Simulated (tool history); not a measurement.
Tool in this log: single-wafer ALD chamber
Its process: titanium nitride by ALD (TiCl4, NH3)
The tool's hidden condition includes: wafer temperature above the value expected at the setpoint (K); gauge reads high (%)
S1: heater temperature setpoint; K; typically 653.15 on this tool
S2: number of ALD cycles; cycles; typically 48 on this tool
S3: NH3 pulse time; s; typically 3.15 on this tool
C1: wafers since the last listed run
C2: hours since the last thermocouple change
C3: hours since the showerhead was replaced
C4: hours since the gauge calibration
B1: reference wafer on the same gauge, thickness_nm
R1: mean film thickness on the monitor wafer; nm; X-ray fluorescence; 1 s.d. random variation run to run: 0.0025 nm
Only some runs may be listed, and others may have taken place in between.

run    hour      S1  S2    S3   C1      C2      C3     C4     B1     R1
  1       0  657.15  48  3.15    0  1253.4  2307.3  304.2   0.94  1.007
  2    65.3  657.15  48  3.15  301  1318.7  2372.6  369.5   0.94  1.008
  3   135.6  657.15  48  3.15  324    1389  2442.9  439.8   0.94  1.004
  4   193.8  653.15  48  3.15  268  1447.2  2501.1    498  0.941  1.004
  5   263.1  653.15  48  3.15  319  1516.5  2570.4  567.3  0.941  1.005
  6   338.5  653.15  48  3.15  347  1591.9  2645.8  642.7   0.94  1.002
      383.2  -- gauge calibrated
  7   399.8  653.15  48  3.15  282  1653.2  2707.1   16.6   0.94  1.007
  8   506.1  653.15  48  3.15  490  1759.5  2813.4  122.9   0.94  1.003
      534.4  -- showerhead replaced
  9   552.2  656.15  48  3.59  175  1805.6    17.8    169   0.94  1.015
 10   613.5  641.15  48  3.15  282  1866.9    79.1  230.3  0.939  0.993
 11   657.5  653.15  48  3.15  202  1910.9   123.1  274.3   0.94  1.012
 12     714  653.15  40  3.15  260  1967.4   179.6  330.8   0.94  0.838
 13   756.5  653.15  48  3.15  195  2009.9   222.1  373.3   0.94  1.002
      795.6  -- thermocouple changed; heater temperature recalibrated
 14   823.9  639.15  48  4.02  273    28.3   289.5  440.7  0.941   1.01
 15   912.1  653.15  45  3.15  406   116.5   377.7  528.9  0.939  0.941
 16  1008.5  640.15  56  3.59  444   212.9   474.1  625.3   0.94  1.173
     1025.7  -- gauge calibrated
 17  1108.3  653.15  56  3.15  460   312.7   573.9   82.6   0.94  1.173
 18  1204.6  662.15  43  2.52  444     409   670.2  178.9   0.94  0.884
 19  1268.3  642.15  39  3.15  293   472.7   733.9  242.6  0.941  0.807

Here are 3 independent what-if runs from the current tool condition. What would each one return?
  A  1268.8  653.15  48  3.15   2  473.2  734.4  243.1   ?   ?
  B  1268.8  649.15  54  2.18   2  473.2  734.4  243.1   ?   ?
  C  1268.8  649.15  54  2.71   2  473.2  734.4  243.1   ?   ?

run     B1     R1
  A  0.939  1.008
  B  0.939  1.085
  C  0.939  1.117
Take away the tool's hidden state, keep each run's random variation, and the runs would have read:
run     R1
  A  1.008
  B  1.085
  C  1.117
